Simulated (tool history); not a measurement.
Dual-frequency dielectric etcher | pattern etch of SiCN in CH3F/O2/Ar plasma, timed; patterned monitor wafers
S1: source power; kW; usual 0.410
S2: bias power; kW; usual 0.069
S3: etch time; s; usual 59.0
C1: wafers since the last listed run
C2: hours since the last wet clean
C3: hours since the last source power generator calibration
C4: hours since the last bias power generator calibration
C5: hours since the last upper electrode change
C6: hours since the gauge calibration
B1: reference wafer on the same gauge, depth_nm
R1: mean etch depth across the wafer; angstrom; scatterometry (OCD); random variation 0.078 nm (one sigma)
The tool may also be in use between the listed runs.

Run 1, hour 0.0: usual settings but S3 65.0 s; C1 0; C2 254.2; C3 4086.1; C4 3972.5; C5 3735.4; C6 113.2; B1 24.82. Result: R1 244.4 angstrom.
Run 2, hour 52.3: usual settings but S1 0.370 kW; C1 443; C2 306.5; C3 4138.4; C4 4024.8; C5 3787.7; C6 165.5; B1 24.83. Result: R1 209.2 angstrom.
Run 3, hour 62.3: usual settings but S1 0.370 kW; C1 84; C2 316.5; C3 4148.4; C4 4034.8; C5 3797.7; C6 175.5; B1 24.79. Result: R1 209.1 angstrom.
At hour 76.8: source power generator calibrated.
Run 4, hour 77.3: usual settings but S1 0.370 kW; C1 93; C2 331.5; C3 0.5; C4 4049.8; C5 3812.7; C6 190.5; B1 24.80. Result: R1 207.2 angstrom.
Run 5, hour 83.7: usual settings but S2 0.063 kW, S3 47.0 s; C1 54; C2 337.9; C3 6.9; C4 4056.2; C5 3819.1; C6 196.9; B1 24.76. Result: R1 168.3 angstrom.
Run 6, hour 89.9: usual settings but S2 0.063 kW, S3 47.0 s; C1 52; C2 344.1; C3 13.1; C4 4062.4; C5 3825.3; C6 203.1; B1 24.78. Result: R1 167.6 angstrom.
At hour 119.1: upper electrode replaced.
Run 7, hour 119.6: usual settings; C1 48; C2 373.8; C3 42.8; C4 4092.1; C5 0.5; C6 232.8; B1 24.80. Result: R1 221.5 angstrom.
Run 8, hour 129.8: usual settings; C1 86; C2 384.0; C3 53.0; C4 4102.3; C5 10.7; C6 243.0; B1 24.80. Result: R1 218.8 angstrom.
At hour 154.8: bias power generator calibrated.
At hour 157.5: wet clean of the chamber.
Run 9, hour 158.0: usual settings; C1 181; C2 0.5; C3 81.2; C4 3.2; C5 38.9; C6 271.2; B1 24.83. Result: R1 222.6 angstrom.
Run 10, hour 158.4: usual settings; C1 3; C2 0.9; C3 81.6; C4 3.6; C5 39.3; C6 271.6; B1 24.81. Result: R1 224.6 angstrom.
At hour 159.4: gauge calibrated.
Run 11, hour 161.9: usual settings; C1 29; C2 4.4; C3 85.1; C4 7.1; C5 42.8; C6 2.5; B1 24.79. Result: R1 222.8 angstrom.
Run 12, hour 176.5: usual settings but S2 0.081 kW, S3 50.0 s; C1 123; C2 19.0; C3 99.7; C4 21.7; C5 57.4; C6 17.1; B1 24.79. Result: R1 203.4 angstrom.
Run 13, hour 187.4: usual settings but S1 0.490 kW, S2 0.084 kW; C1 92; C2 29.9; C3 110.6; C4 32.6; C5 68.3; C6 28.0; B1 24.80. Result: R1 262.9 angstrom.
Run 14, hour 195.1: usual settings but S1 0.460 kW; C1 65; C2 37.6; C3 118.3; C4 40.3; C5 76.0; C6 35.7; B1 24.80. Result: R1 235.2 angstrom.
Run 15, hour 205.2: usual settings but S3 73.0 s; C1 85; C2 47.7; C3 128.4; C4 50.4; C5 86.1; C6 45.8; B1 24.85. Result: R1 275.1 angstrom.
Run 16, hour 215.0: usual settings but S3 76.0 s; C1 83; C2 57.5; C3 138.2; C4 60.2; C5 95.9; C6 55.6; B1 24.78. Result: R1 284.8 angstrom.
Run 17, hour 231.4: usual settings but S1 0.370 kW, S2 0.063 kW, S3 76.5 s; C1 138; C2 73.9; C3 154.6; C4 76.6; C5 112.3; C6 72.0; B1 24.82. Result: R1 262.0 angstrom.
Run 18, hour 247.7: usual settings; C1 138; C2 90.2; C3 170.9; C4 92.9; C5 128.6; C6 88.3; B1 24.77. Result: R1 221.9 angstrom.
Run 19, hour 255.7: usual settings; C1 67; C2 98.2; C3 178.9; C4 100.9; C5 136.6; C6 96.3; B1 24.81. Result: R1 221.8 angstrom.
Run 20, hour 271.6: usual settings but S1 0.380 kW, S2 0.056 kW, S3 53.5 s; C1 134; C2 114.1; C3 194.8; C4 116.8; C5 152.5; C6 112.2; B1 24.81. Result: R1 176.7 angstrom.
Run 21, hour 278.2: usual settings but S1 0.380 kW, S2 0.065 kW; C1 55; C2 120.7; C3 201.4; C4 123.4; C5 159.1; C6 118.8; B1 24.83. Result: R1 206.8 angstrom.
Run 22, hour 287.6: usual settings but S1 0.470 kW, S2 0.059 kW, S3 66.0 s; C1 79; C2 130.1; C3 210.8; C4 132.8; C5 168.5; C6 128.2; B1 24.82. Result: R1 248.4 angstrom.
Run 23, hour 330.9: usual settings; C1 366; C2 173.4; C3 254.1; C4 176.1; C5 211.8; C6 171.5; B1 24.81. Result: R1 222.9 angstrom.
Run 24, hour 342.8: usual settings but S1 0.320 kW, S3 47.0 s; C1 100; C2 185.3; C3 266.0; C4 188.0; C5 223.7; C6 183.4; B1 24.82. Result: R1 155.4 angstrom.
Run 25, hour 350.0: usual settings but S2 0.079 kW, S3 69.5 s; C1 61; C2 192.5; C3 273.2; C4 195.2; C5 230.9; C6 190.6; B1 24.83. Result: R1 276.7 angstrom.
Run 26, hour 361.5: usual settings but S1 0.470 kW, S2 0.076 kW, S3 72.0 s; C1 97; C2 204.0; C3 284.7; C4 206.7; C5 242.4; C6 202.1; B1 24.82. Result: R1 301.8 angstrom.
Run 27, hour 370.1: usual settings but S1 0.320 kW, S2 0.058 kW, S3 73.0 s; C1 72; C2 212.6; C3 293.3; C4 215.3; C5 251.0; C6 210.7; B1 24.81. Result: R1 220.0 angstrom.
Run 28, hour 377.0: usual settings but S2 0.077 kW; C1 58; C2 219.5; C3 300.2; C4 222.2; C5 257.9; C6 217.6; B1 24.77. Result: R1 232.2 angstrom.
Run 29, hour 390.6: usual settings; C1 115; C2 233.1; C3 313.8; C4 235.8; C5 271.5; C6 231.2; B1 24.77. Result: R1 221.4 angstrom.
Run 30, hour 399.9: usual settings but S1 0.330 kW, S2 0.080 kW, S3 75.0 s; C1 78; C2 242.4; C3 323.1; C4 245.1; C5 280.8; C6 240.5; B1 24.81. Result: R1 269.4 angstrom.

Hidden state or all else? Some run-to-run changes of R1, split into what the settings, what came in and random variation would give without the hidden state, and what is left for the hidden state (with any gauge scatter that isn't in both results):
The hidden state here: etch rate over this chamber's usual, %; source power that arrives over what is set, %; bias power that arrives over what is set, %; gauge reads high (%).
Run 6 -> 7: S2 0.063 -> 0.069, S3 47.0 -> 59.0, upper electrode replaced. R1 +53.9 angstrom: hidden state -0.9, all else +54.8.
Run 8 -> 9: bias power generator calibrated, wet clean of the chamber. R1 +3.8 angstrom: hidden state +2.7, all else +1.1.
Run 23 -> 24: S1 0.410 -> 0.320, S3 59.0 -> 47.0. R1 -67.5 angstrom: hidden state +0.6, all else -68.1.
Run 24 -> 25: S1 0.320 -> 0.410, S2 0.069 -> 0.079, S3 47.0 -> 69.5. R1 +121.3 angstrom: hidden state -1.1, all else +122.4.
Run 26 -> 27: S1 0.470 -> 0.320, S2 0.076 -> 0.058, S3 72.0 -> 73.0. R1 -81.8 angstrom: hidden state +0.6, all else -82.4.

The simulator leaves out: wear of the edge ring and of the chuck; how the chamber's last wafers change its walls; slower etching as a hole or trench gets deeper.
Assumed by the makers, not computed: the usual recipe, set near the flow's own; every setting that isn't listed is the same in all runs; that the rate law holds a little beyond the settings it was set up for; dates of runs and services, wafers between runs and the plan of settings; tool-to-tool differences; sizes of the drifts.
